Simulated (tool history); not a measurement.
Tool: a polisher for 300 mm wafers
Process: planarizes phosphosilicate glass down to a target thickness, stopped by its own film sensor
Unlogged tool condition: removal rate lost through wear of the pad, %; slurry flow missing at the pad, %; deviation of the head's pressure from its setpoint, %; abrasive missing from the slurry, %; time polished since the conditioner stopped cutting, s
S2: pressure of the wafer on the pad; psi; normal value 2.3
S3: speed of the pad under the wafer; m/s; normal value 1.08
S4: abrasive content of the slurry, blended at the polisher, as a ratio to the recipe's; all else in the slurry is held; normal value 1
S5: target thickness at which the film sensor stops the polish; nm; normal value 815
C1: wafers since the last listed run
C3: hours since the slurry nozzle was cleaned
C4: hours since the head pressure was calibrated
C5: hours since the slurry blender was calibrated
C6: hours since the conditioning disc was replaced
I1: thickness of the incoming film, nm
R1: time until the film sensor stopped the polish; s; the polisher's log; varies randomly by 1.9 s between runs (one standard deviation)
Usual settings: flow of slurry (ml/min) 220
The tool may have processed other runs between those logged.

run 1 hour=0 | flow_of_slurry_(ml/min)=220 S2=2.3 S3=1.08 S4=1 S5=815 | C1=0 wafers_polished_on_this_pad=273 C3=234.8 C4=874.9 C5=70.7 C6=245.4 | I1=1454.3 | R1=120.5
-- hour=6.7 conditioning disc replaced and pad reconditioned
run 2 hour=16.4 | flow_of_slurry_(ml/min)=220 S2=2.3 S3=1.08 S4=1 S5=815 | C1=165 wafers_polished_on_this_pad=438 C3=251.2 C4=891.3 C5=87.1 C6=9.7 | I1=1457.8 | R1=123.4
run 3 hour=49.6 | flow_of_slurry_(ml/min)=220 S2=2.3 S3=1.08 S4=1 S5=815 | C1=380 wafers_polished_on_this_pad=819 C3=284.4 C4=924.5 C5=120.3 C6=42.9 | I1=1459.4 | R1=126.4
-- hour=73.2 slurry nozzle cleaned
run 4 hour=73.7 | flow_of_slurry_(ml/min)=220 S2=2.3 S3=0.92 S4=1 S5=815 | C1=264 wafers_polished_on_this_pad=1083 C3=0.5 C4=948.6 C5=144.4 C6=67 | I1=1464.1 | R1=146.1
run 5 hour=91.9 | flow_of_slurry_(ml/min)=220 S2=2.3 S3=1.08 S4=1 S5=956 | C1=208 wafers_polished_on_this_pad=1292 C3=18.7 C4=966.8 C5=162.6 C6=85.2 | I1=1475.8 | R1=104
run 6 hour=112.2 | flow_of_slurry_(ml/min)=220 S2=2.3 S3=1.08 S4=0.95 S5=815 | C1=232 wafers_polished_on_this_pad=1525 C3=39 C4=987.1 C5=182.9 C6=105.5 | I1=1498.4 | R1=142.5
-- hour=129.5 worn pad replaced by a new one
run 7 hour=130.4 | flow_of_slurry_(ml/min)=220 S2=2.7 S3=1.08 S4=1 S5=815 | C1=162 wafers_polished_on_this_pad=10 C3=57.2 C4=1005.3 C5=201.1 C6=123.7 | I1=1459 | R1=113.6
run 8 hour=156.3 | flow_of_slurry_(ml/min)=220 S2=2.8 S3=1.08 S4=1 S5=815 | C1=296 wafers_polished_on_this_pad=306 C3=83.1 C4=1031.2 C5=227 C6=149.6 | I1=1487.5 | R1=113.7
run 9 hour=168.7 | flow_of_slurry_(ml/min)=220 S2=1.7 S3=1.08 S4=1 S5=815 | C1=142 wafers_polished_on_this_pad=449 C3=95.5 C4=1043.6 C5=239.4 C6=162 | I1=1489.2 | R1=186.8
run 10 hour=189.9 | flow_of_slurry_(ml/min)=220 S2=2.3 S3=1.28 S4=0.9 S5=623 | C1=242 wafers_polished_on_this_pad=692 C3=116.7 C4=1064.8 C5=260.6 C6=183.2 | I1=1458.9 | R1=166.4
run 11 hour=223.4 | flow_of_slurry_(ml/min)=220 S2=2.3 S3=0.88 S4=1.1 S5=815 | C1=383 wafers_polished_on_this_pad=1075 C3=150.2 C4=1098.3 C5=294.1 C6=216.7 | I1=1469.2 | R1=150
run 12 hour=236.8 | flow_of_slurry_(ml/min)=220 S2=2.3 S3=1.08 S4=1 S5=815 | C1=153 wafers_polished_on_this_pad=1229 C3=163.6 C4=1111.7 C5=307.5 C6=230.1 | I1=1479.7 | R1=135.3
-- hour=267.1 conditioning disc replaced and pad reconditioned
run 13 hour=272.5 | flow_of_slurry_(ml/min)=200 S2=2.9 S3=1.08 S4=0.9 S5=815 | C1=386 wafers_polished_on_this_pad=1615 C3=199.3 C4=1147.4 C5=343.2 C6=5.4 | I1=1459.7 | R1=115.3
-- hour=282.1 worn pad replaced by a new one
-- hour=284.8 head pressure recalibrated
run 14 hour=294.5 | flow_of_slurry_(ml/min)=175 S2=1.8 S3=1.18 S4=1.15 S5=815 | C1=183 wafers_polished_on_this_pad=119 C3=221.3 C4=9.7 C5=365.2 C6=27.4 | I1=1467.5 | R1=154
-- hour=300.5 slurry blender recalibrated
run 15 hour=314.8 | flow_of_slurry_(ml/min)=175 S2=2.3 S3=1.08 S4=1 S5=815 | C1=209 wafers_polished_on_this_pad=328 C3=241.6 C4=30 C5=14.3 C6=47.7 | I1=1486.1 | R1=127.2
run 16 hour=331 | flow_of_slurry_(ml/min)=220 S2=2.3 S3=1.08 S4=1.15 S5=659 | C1=185 wafers_polished_on_this_pad=514 C3=257.8 C4=46.2 C5=30.5 C6=63.9 | I1=1463.3 | R1=143.8
-- hour=334 slurry nozzle cleaned
run 17 hour=366.4 | flow_of_slurry_(ml/min)=160 S2=2.3 S3=1.08 S4=1 S5=815 | C1=394 wafers_polished_on_this_pad=908 C3=32.4 C4=81.6 C5=65.9 C6=99.3 | I1=1486.1 | R1=133.7
run 18 hour=380.1 | flow_of_slurry_(ml/min)=220 S2=2.3 S3=1.08 S4=1 S5=815 | C1=157 wafers_polished_on_this_pad=1065 C3=46.1 C4=95.3 C5=79.6 C6=113 | I1=1469.4 | R1=124.5
run 19 hour=401.3 | flow_of_slurry_(ml/min)=195 S2=2.3 S3=0.88 S4=1.25 S5=616 | C1=242 wafers_polished_on_this_pad=1308 C3=67.3 C4=116.5 C5=100.8 C6=134.2 | I1=1496.1 | R1=181.5
-- hour=434.3 worn pad replaced by a new one
run 20 hour=437.3 | flow_of_slurry_(ml/min)=220 S2=2.3 S3=1.08 S4=1 S5=815 | C1=366 wafers_polished_on_this_pad=34 C3=103.3 C4=152.5 C5=136.8 C6=170.2 | I1=1486.2 | R1=131.3
run 21 hour=469.8 | flow_of_slurry_(ml/min)=220 S2=2.3 S3=1.4 S4=1 S5=815 | C1=372 wafers_polished_on_this_pad=407 C3=135.8 C4=185 C5=169.3 C6=202.7 | I1=1472.2 | R1=111.1
run 22 hour=494.7 | flow_of_slurry_(ml/min)=155 S2=2.3 S3=1.38 S4=1 S5=815 | C1=285 wafers_polished_on_this_pad=692 C3=160.7 C4=209.9 C5=194.2 C6=227.6 | I1=1454.1 | R1=112.9
run 23 hour=518.2 | flow_of_slurry_(ml/min)=220 S2=2.3 S3=1.08 S4=1 S5=815 | C1=269 wafers_polished_on_this_pad=962 C3=184.2 C4=233.4 C5=217.7 C6=251.1 | I1=1472 | R1=140.8
run 24 hour=532.1 | flow_of_slurry_(ml/min)=175 S2=1.8 S3=1.18 S4=1.15 S5=815 | C1=159 wafers_polished_on_this_pad=1121 C3=198.1 C4=247.3 C5=231.6 C6=265 | I1=1478.8 | R1=159.9
run 25 hour=545.6 | flow_of_slurry_(ml/min)=220 S2=1.9 S3=1.08 S4=1 S5=671 | C1=154 wafers_polished_on_this_pad=1276 C3=211.6 C4=260.8 C5=245.1 C6=278.5 | I1=1461.9 | R1=206.7

Table of differences, measured result less the result of that run with no hidden state. Run-to-run variation is the same in both. Gauge scatter possibly is not:
run=1 R1=+8.2
run=2 R1=+9.8
run=3 R1=+12.5
run=4 R1=+16.2
run=5 R1=+12.3
run=6 R1=+18.3
run=7 R1=+15
run=8 R1=+15.8
run=9 R1=+26.5
run=10 R1=+25.5
run=11 R1=+21.8
run=12 R1=+20.8
run=13 R1=+19.1
run=14 R1=+23.1
run=15 R1=+3.1
run=16 R1=+5.3
run=17 R1=+9.2
run=18 R1=+9.9
run=19 R1=+15
run=20 R1=+14.7
run=21 R1=+14
run=22 R1=+15.3
run=23 R1=+20
run=24 R1=+21.7
run=25 R1=+30.7

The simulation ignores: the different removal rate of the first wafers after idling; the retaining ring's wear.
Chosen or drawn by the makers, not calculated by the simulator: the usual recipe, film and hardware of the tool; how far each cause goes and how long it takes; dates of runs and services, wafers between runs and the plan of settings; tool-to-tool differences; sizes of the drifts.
